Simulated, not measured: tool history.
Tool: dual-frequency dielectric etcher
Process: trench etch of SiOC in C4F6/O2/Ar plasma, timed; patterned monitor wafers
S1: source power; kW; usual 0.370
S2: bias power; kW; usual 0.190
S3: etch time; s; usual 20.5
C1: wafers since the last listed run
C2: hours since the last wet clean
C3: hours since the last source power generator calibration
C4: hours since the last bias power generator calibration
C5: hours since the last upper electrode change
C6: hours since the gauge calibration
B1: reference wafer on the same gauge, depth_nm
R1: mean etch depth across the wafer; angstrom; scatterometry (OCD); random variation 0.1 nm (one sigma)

run 1 hour=0.0 | S1=0.430 S2=0.190 S3=18.0 | C1=0 C2=565.7 C3=3851.2 C4=2331.0 C5=4312.8 C6=1326.2 | B1=41.91 | R1=375.0
-- hour=62.6 wet clean of the chamber
run 2 hour=66.9 | S1=0.370 S2=0.190 S3=20.5 | C1=595 C2=4.3 C3=3918.1 C4=2397.9 C5=4379.7 C6=1393.1 | B1=41.89 | R1=416.7
run 3 hour=107.9 | S1=0.370 S2=0.190 S3=20.5 | C1=569 C2=45.3 C3=3959.1 C4=2438.9 C5=4420.7 C6=1434.1 | B1=41.86 | R1=414.9
run 4 hour=147.6 | S1=0.370 S2=0.190 S3=20.5 | C1=551 C2=85.0 C3=3998.8 C4=2478.6 C5=4460.4 C6=1473.8 | B1=41.93 | R1=413.4
run 5 hour=203.1 | S1=0.370 S2=0.217 S3=18.5 | C1=770 C2=140.5 C3=4054.3 C4=2534.1 C5=4515.9 C6=1529.3 | B1=41.88 | R1=388.5
-- hour=253.2 upper electrode replaced
run 6 hour=277.8 | S1=0.370 S2=0.217 S3=18.5 | C1=704 C2=215.2 C3=4129.0 C4=2608.8 C5=24.6 C6=1604.0 | B1=41.89 | R1=388.7
run 7 hour=315.7 | S1=0.370 S2=0.190 S3=20.5 | C1=526 C2=253.1 C3=4166.9 C4=2646.7 C5=62.5 C6=1641.9 | B1=41.86 | R1=408.5
run 8 hour=362.7 | S1=0.310 S2=0.190 S3=20.5 | C1=652 C2=300.1 C3=4213.9 C4=2693.7 C5=109.5 C6=1688.9 | B1=41.90 | R1=384.6
run 9 hour=408.1 | S1=0.310 S2=0.190 S3=20.5 | C1=630 C2=345.5 C3=4259.3 C4=2739.1 C5=154.9 C6=1734.3 | B1=41.88 | R1=383.4
run 10 hour=453.4 | S1=0.370 S2=0.190 S3=20.5 | C1=629 C2=390.8 C3=4304.6 C4=2784.4 C5=200.2 C6=1779.6 | B1=41.89 | R1=406.6
run 11 hour=589.5 | S1=0.370 S2=0.190 S3=20.5 | C1=1890 C2=526.9 C3=4440.7 C4=2920.5 C5=336.3 C6=1915.7 | B1=41.91 | R1=401.6
-- hour=633.4 wet clean of the chamber
-- hour=677.8 source power generator calibrated
run 12 hour=689.0 | S1=0.400 S2=0.163 S3=25.0 | C1=992 C2=55.6 C3=11.2 C4=3020.0 C5=435.8 C6=2015.2 | B1=41.90 | R1=495.9
run 13 hour=787.0 | S1=0.370 S2=0.212 S3=20.5 | C1=1360 C2=153.6 C3=109.2 C4=3118.0 C5=533.8 C6=2113.2 | B1=41.89 | R1=428.7
run 14 hour=832.9 | S1=0.370 S2=0.151 S3=23.0 | C1=637 C2=199.5 C3=155.1 C4=3163.9 C5=579.7 C6=2159.1 | B1=41.94 | R1=427.9
run 15 hour=900.8 | S1=0.370 S2=0.217 S3=18.5 | C1=942 C2=267.4 C3=223.0 C4=3231.8 C5=647.6 C6=2227.0 | B1=41.92 | R1=388.2
-- hour=949.2 bias power generator calibrated
run 16 hour=949.7 | S1=0.430 S2=0.190 S3=20.5 | C1=623 C2=316.3 C3=271.9 C4=0.5 C5=696.5 C6=2275.9 | B1=41.89 | R1=425.6
run 17 hour=1028.2 | S1=0.370 S2=0.190 S3=20.5 | C1=1090 C2=394.8 C3=350.4 C4=79.0 C5=775.0 C6=2354.4 | B1=41.90 | R1=401.9
-- hour=1167.9 wet clean of the chamber
run 18 hour=1172.8 | S1=0.300 S2=0.202 S3=20.5 | C1=1674 C2=4.9 C3=495.0 C4=223.6 C5=919.6 C6=2499.0 | B1=41.89 | R1=388.1
run 19 hour=1237.6 | S1=0.370 S2=0.169 S3=20.5 | C1=899 C2=69.7 C3=559.8 C4=288.4 C5=984.4 C6=2563.8 | B1=41.91 | R1=393.0
run 20 hour=1314.6 | S1=0.370 S2=0.169 S3=20.5 | C1=1069 C2=146.7 C3=636.8 C4=365.4 C5=1061.4 C6=2640.8 | B1=41.88 | R1=390.9
run 21 hour=1351.6 | S1=0.370 S2=0.190 S3=20.5 | C1=513 C2=183.7 C3=673.8 C4=402.4 C5=1098.4 C6=2677.8 | B1=41.91 | R1=404.9
run 22 hour=1403.4 | S1=0.370 S2=0.205 S3=23.0 | C1=719 C2=235.5 C3=725.6 C4=454.2 C5=1150.2 C6=2729.6 | B1=41.90 | R1=465.2
run 23 hour=1471.5 | S1=0.370 S2=0.148 S3=14.5 | C1=945 C2=303.6 C3=793.7 C4=522.3 C5=1218.3 C6=2797.7 | B1=41.88 | R1=262.3
-- hour=1501.4 gauge calibrated
run 24 hour=1530.7 | S1=0.370 S2=0.190 S3=20.5 | C1=822 C2=362.8 C3=852.9 C4=581.5 C5=1277.5 C6=29.3 | B1=41.91 | R1=400.9
run 25 hour=1607.7 | S1=0.400 S2=0.213 S3=26.0 | C1=1069 C2=439.8 C3=929.9 C4=658.5 C5=1354.5 C6=106.3 | B1=41.89 | R1=545.9
run 26 hour=1684.9 | S1=0.370 S2=0.157 S3=20.5 | C1=1072 C2=517.0 C3=1007.1 C4=735.7 C5=1431.7 C6=183.5 | B1=41.88 | R1=375.7
run 27 hour=1765.7 | S1=0.310 S2=0.190 S3=26.0 | C1=1122 C2=597.8 C3=1087.9 C4=816.5 C5=1512.5 C6=264.3 | B1=41.90 | R1=472.4
-- hour=1827.6 wet clean of the chamber
run 28 hour=1860.0 | S1=0.310 S2=0.144 S3=20.5 | C1=976 C2=32.4 C3=1182.2 C4=910.8 C5=1606.8 C6=358.6 | B1=41.90 | R1=351.2
run 29 hour=2073.4 | S1=0.370 S2=0.190 S3=20.5 | C1=2963 C2=245.8 C3=1395.6 C4=1124.2 C5=1820.2 C6=572.0 | B1=41.91 | R1=405.0

The same runs without the tool's hidden state, with the same run-to-run variation:
The hidden state here: etch rate over this chamber's usual, %; source power that arrives over what is set, %; bias power that arrives over what is set, %; gauge reads high (%).
run=1 R1=377.6
run=2 R1=408.6
run=3 R1=407.7
run=4 R1=407.1
run=5 R1=383.6
run=6 R1=385.4
run=7 R1=406.1
run=8 R1=383.3
run=9 R1=383.1
run=10 R1=407.3
run=11 R1=405.5
run=12 R1=486.1
run=13 R1=422.0
run=14 R1=422.9
run=15 R1=384.5
run=16 R1=430.6
run=17 R1=407.9
run=18 R1=385.8
run=19 R1=392.0
run=20 R1=391.3
run=21 R1=405.9
run=22 R1=467.4
run=23 R1=264.6
run=24 R1=405.3
run=25 R1=553.9
run=26 R1=383.0
run=27 R1=483.2
run=28 R1=348.6
run=29 R1=406.2
